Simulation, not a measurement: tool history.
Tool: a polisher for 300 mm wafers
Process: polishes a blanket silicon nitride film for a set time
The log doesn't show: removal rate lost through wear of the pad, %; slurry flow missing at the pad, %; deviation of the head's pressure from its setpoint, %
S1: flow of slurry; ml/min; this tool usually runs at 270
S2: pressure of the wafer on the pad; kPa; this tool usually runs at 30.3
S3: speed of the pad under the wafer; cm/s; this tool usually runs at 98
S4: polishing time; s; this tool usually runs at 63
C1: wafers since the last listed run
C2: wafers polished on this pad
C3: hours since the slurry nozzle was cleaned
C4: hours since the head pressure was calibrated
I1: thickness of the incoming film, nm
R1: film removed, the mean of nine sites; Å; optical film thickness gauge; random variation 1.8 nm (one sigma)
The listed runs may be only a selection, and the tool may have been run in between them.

run	hour	S1	S2	S3	S4	C1	C2	C3	C4	I1	R1
1	0.0	270	30.3	98	63	0	4626	251.0	654.8	739.1	1113
# hour 78.8: head pressure recalibrated
2	101.4	270	30.3	98	63	760	5386	352.4	22.6	732.5	1202
# hour 141.3: worn pad replaced by a new one
3	143.9	270	30.3	98	63	294	20	394.9	65.1	737.8	1173
4	214.4	270	30.3	98	63	539	559	465.4	135.6	742.0	1200
5	262.9	270	30.3	98	63	371	930	513.9	184.1	729.6	1186
6	354.5	250	30.3	98	63	701	1632	605.5	275.7	746.6	1173
7	401.7	270	30.3	98	68	361	1993	652.7	322.9	734.6	1269
# hour 450.3: slurry nozzle cleaned
8	485.5	270	30.3	98	68	633	2627	35.2	406.7	740.7	1229
9	542.4	270	30.3	98	68	435	3062	92.1	463.6	738.8	1230
10	587.0	270	30.3	98	63	341	3404	136.7	508.2	743.9	1120
11	651.7	270	30.3	98	63	495	3899	201.4	572.9	752.9	1143
12	745.9	270	30.3	98	63	721	4620	295.6	667.1	744.3	1097
# hour 796.4: worn pad replaced by a new one
# hour 797.3: head pressure recalibrated
13	839.2	270	30.3	98	68	676	320	388.9	41.9	740.8	1252
14	900.7	190	24.1	98	81	470	791	450.4	103.4	752.4	1208
15	963.6	270	30.3	110	63	481	1273	513.3	166.3	728.8	1247
16	1017.2	270	30.3	98	63	410	1683	566.9	219.9	734.9	1139
17	1063.5	270	34.5	98	70	354	2037	613.2	266.2	729.9	1381
18	1128.3	295	26.9	86	43	495	2533	678.0	331.0	733.7	659

Estimate the outcome of run 19 from the log above:
19	1174.3	185	30.3	98	63	352	2885	724.0	377.0	750.0	?

{"run 19": {"R1": 1096}}
The same run, on a tool lacking any hidden state, would have yielded R1 1142 Å.
